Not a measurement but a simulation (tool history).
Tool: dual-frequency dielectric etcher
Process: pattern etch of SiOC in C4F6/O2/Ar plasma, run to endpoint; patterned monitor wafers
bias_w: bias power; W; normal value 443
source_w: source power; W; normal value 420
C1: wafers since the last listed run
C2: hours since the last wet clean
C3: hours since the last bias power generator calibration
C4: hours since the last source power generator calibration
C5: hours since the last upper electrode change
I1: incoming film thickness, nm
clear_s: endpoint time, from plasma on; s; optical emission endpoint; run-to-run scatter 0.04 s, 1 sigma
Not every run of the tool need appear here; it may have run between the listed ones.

{"run": 1, "hour": 0.0, "bias_w": 443, "source_w": 460, "C1": 0, "C2": 40.7, "C3": 2648.3, "C4": 2174.2, "C5": 2985.4, "I1": 27.58, "clear_s": 9.3}
{"run": 2, "hour": 16.4, "bias_w": 443, "source_w": 460, "C1": 203, "C2": 57.1, "C3": 2664.7, "C4": 2190.6, "C5": 3001.8, "I1": 27.35, "clear_s": 9.3}
{"run": 3, "hour": 96.6, "bias_w": 443, "source_w": 460, "C1": 996, "C2": 137.3, "C3": 2744.9, "C4": 2270.8, "C5": 3082.0, "I1": 27.48, "clear_s": 9.3}
{"run": 4, "hour": 129.8, "bias_w": 443, "source_w": 440, "C1": 412, "C2": 170.5, "C3": 2778.1, "C4": 2304.0, "C5": 3115.2, "I1": 27.69, "clear_s": 9.6}
{"run": 5, "hour": 153.2, "bias_w": 443, "source_w": 440, "C1": 290, "C2": 193.9, "C3": 2801.5, "C4": 2327.4, "C5": 3138.6, "I1": 27.4, "clear_s": 9.5}
{"run": 6, "hour": 180.9, "bias_w": 443, "source_w": 420, "C1": 344, "C2": 221.6, "C3": 2829.2, "C4": 2355.1, "C5": 3166.3, "I1": 27.3, "clear_s": 9.7}
{"run": 7, "hour": 211.4, "bias_w": 389, "source_w": 380, "C1": 378, "C2": 252.1, "C3": 2859.7, "C4": 2385.6, "C5": 3196.8, "I1": 27.83, "clear_s": 10.9}
{"run": 8, "hour": 246.2, "bias_w": 389, "source_w": 380, "C1": 432, "C2": 286.9, "C3": 2894.5, "C4": 2420.4, "C5": 3231.6, "I1": 27.32, "clear_s": 10.7}
{"hour": 273.9, "done": "source power generator calibrated"}
{"run": 9, "hour": 274.4, "bias_w": 443, "source_w": 420, "C1": 300, "C2": 315.1, "C3": 2922.7, "C4": 0.5, "C5": 3259.8, "I1": 27.64, "clear_s": 9.7}
{"run": 10, "hour": 303.1, "bias_w": 443, "source_w": 420, "C1": 356, "C2": 343.8, "C3": 2951.4, "C4": 29.2, "C5": 3288.5, "I1": 27.46, "clear_s": 9.6}
{"run": 11, "hour": 318.9, "bias_w": 443, "source_w": 420, "C1": 196, "C2": 359.6, "C3": 2967.2, "C4": 45.0, "C5": 3304.3, "I1": 27.58, "clear_s": 9.8}
{"hour": 348.8, "done": "upper electrode replaced"}
{"run": 12, "hour": 349.3, "bias_w": 376, "source_w": 420, "C1": 79, "C2": 390.0, "C3": 2997.6, "C4": 75.4, "C5": 0.5, "I1": 27.48, "clear_s": 10.1}
{"run": 13, "hour": 366.3, "bias_w": 376, "source_w": 420, "C1": 211, "C2": 407.0, "C3": 3014.6, "C4": 92.4, "C5": 17.5, "I1": 27.58, "clear_s": 10.0}
{"run": 14, "hour": 392.7, "bias_w": 376, "source_w": 420, "C1": 327, "C2": 433.4, "C3": 3041.0, "C4": 118.8, "C5": 43.9, "I1": 27.6, "clear_s": 10.1}
{"hour": 428.0, "done": "wet clean of the chamber"}
{"run": 15, "hour": 428.5, "bias_w": 443, "source_w": 420, "C1": 146, "C2": 0.5, "C3": 3076.8, "C4": 154.6, "C5": 79.7, "I1": 27.4, "clear_s": 9.8}
{"hour": 435.9, "done": "bias power generator calibrated"}
{"run": 16, "hour": 445.8, "bias_w": 495, "source_w": 450, "C1": 165, "C2": 17.8, "C3": 9.9, "C4": 171.9, "C5": 97.0, "I1": 27.59, "clear_s": 9.2}
{"run": 17, "hour": 476.2, "bias_w": 363, "source_w": 390, "C1": 377, "C2": 48.2, "C3": 40.3, "C4": 202.3, "C5": 127.4, "I1": 27.38, "clear_s": 10.7}
{"run": 18, "hour": 507.4, "bias_w": 409, "source_w": 520, "C1": 387, "C2": 79.4, "C3": 71.5, "C4": 233.5, "C5": 158.6, "I1": 27.22, "clear_s": 8.7}
{"run": 19, "hour": 525.2, "bias_w": 443, "source_w": 460, "C1": 221, "C2": 97.2, "C3": 89.3, "C4": 251.3, "C5": 176.4, "I1": 27.56, "clear_s": 9.3}
{"run": 20, "hour": 554.1, "bias_w": 387, "source_w": 520, "C1": 358, "C2": 126.1, "C3": 118.2, "C4": 280.2, "C5": 205.3, "I1": 27.48, "clear_s": 8.9}
{"run": 21, "hour": 585.4, "bias_w": 443, "source_w": 440, "C1": 388, "C2": 157.4, "C3": 149.5, "C4": 311.5, "C5": 236.6, "I1": 27.12, "clear_s": 9.3}
{"run": 22, "hour": 614.1, "bias_w": 535, "source_w": 360, "C1": 356, "C2": 186.1, "C3": 178.2, "C4": 340.2, "C5": 265.3, "I1": 27.7, "clear_s": 10.3}
{"run": 23, "hour": 646.5, "bias_w": 539, "source_w": 520, "C1": 402, "C2": 218.5, "C3": 210.6, "C4": 372.6, "C5": 297.7, "I1": 27.7, "clear_s": 8.3}
{"run": 24, "hour": 670.9, "bias_w": 473, "source_w": 330, "C1": 303, "C2": 242.9, "C3": 235.0, "C4": 397.0, "C5": 322.1, "I1": 27.58, "clear_s": 11.2}
{"run": 25, "hour": 698.4, "bias_w": 552, "source_w": 340, "C1": 341, "C2": 270.4, "C3": 262.5, "C4": 424.5, "C5": 349.6, "I1": 27.85, "clear_s": 10.7}
{"run": 26, "hour": 727.3, "bias_w": 349, "source_w": 350, "C1": 358, "C2": 299.3, "C3": 291.4, "C4": 453.4, "C5": 378.5, "I1": 27.78, "clear_s": 11.5}
{"run": 27, "hour": 748.9, "bias_w": 347, "source_w": 370, "C1": 268, "C2": 320.9, "C3": 313.0, "C4": 475.0, "C5": 400.1, "I1": 27.37, "clear_s": 11.0}
{"run": 28, "hour": 762.1, "bias_w": 528, "source_w": 370, "C1": 163, "C2": 334.1, "C3": 326.2, "C4": 488.2, "C5": 413.3, "I1": 27.3, "clear_s": 10.0}
{"run": 29, "hour": 800.4, "bias_w": 362, "source_w": 420, "C1": 475, "C2": 372.4, "C3": 364.5, "C4": 526.5, "C5": 451.6, "I1": 28.06, "clear_s": 10.3}

Alternative continuations, all from the tool just after run 29; predict every row:
{"run": "A", "hour": 800.8, "bias_w": 443, "source_w": 360, "C1": 4, "C2": 372.8, "C3": 364.9, "C4": 526.9, "C5": 452.0, "I1": 27.45, "clear_s": "?"}
{"run": "B", "hour": 800.8, "bias_w": 380, "source_w": 500, "C1": 4, "C2": 372.8, "C3": 364.9, "C4": 526.9, "C5": 452.0, "I1": 27.45, "clear_s": "?"}
{"run": "C", "hour": 800.8, "bias_w": 404, "source_w": 510, "C1": 4, "C2": 372.8, "C3": 364.9, "C4": 526.9, "C5": 452.0, "I1": 27.45, "clear_s": "?"}
{"run": "D", "hour": 800.8, "bias_w": 443, "source_w": 490, "C1": 4, "C2": 372.8, "C3": 364.9, "C4": 526.9, "C5": 452.0, "I1": 27.45, "clear_s": "?"}
{"run": "E", "hour": 800.8, "bias_w": 502, "source_w": 500, "C1": 4, "C2": 372.8, "C3": 364.9, "C4": 526.9, "C5": 452.0, "I1": 27.45, "clear_s": "?"}

run=A clear_s=10.7
run=B clear_s=9.1
run=C clear_s=8.9
run=D clear_s=8.9
run=E clear_s=8.6
Take away the tool's hidden state, keep each run's random variation, and the runs would have read:
run=A clear_s=10.9
run=B clear_s=9.3
run=C clear_s=9.1
run=D clear_s=9.1
run=E clear_s=8.7
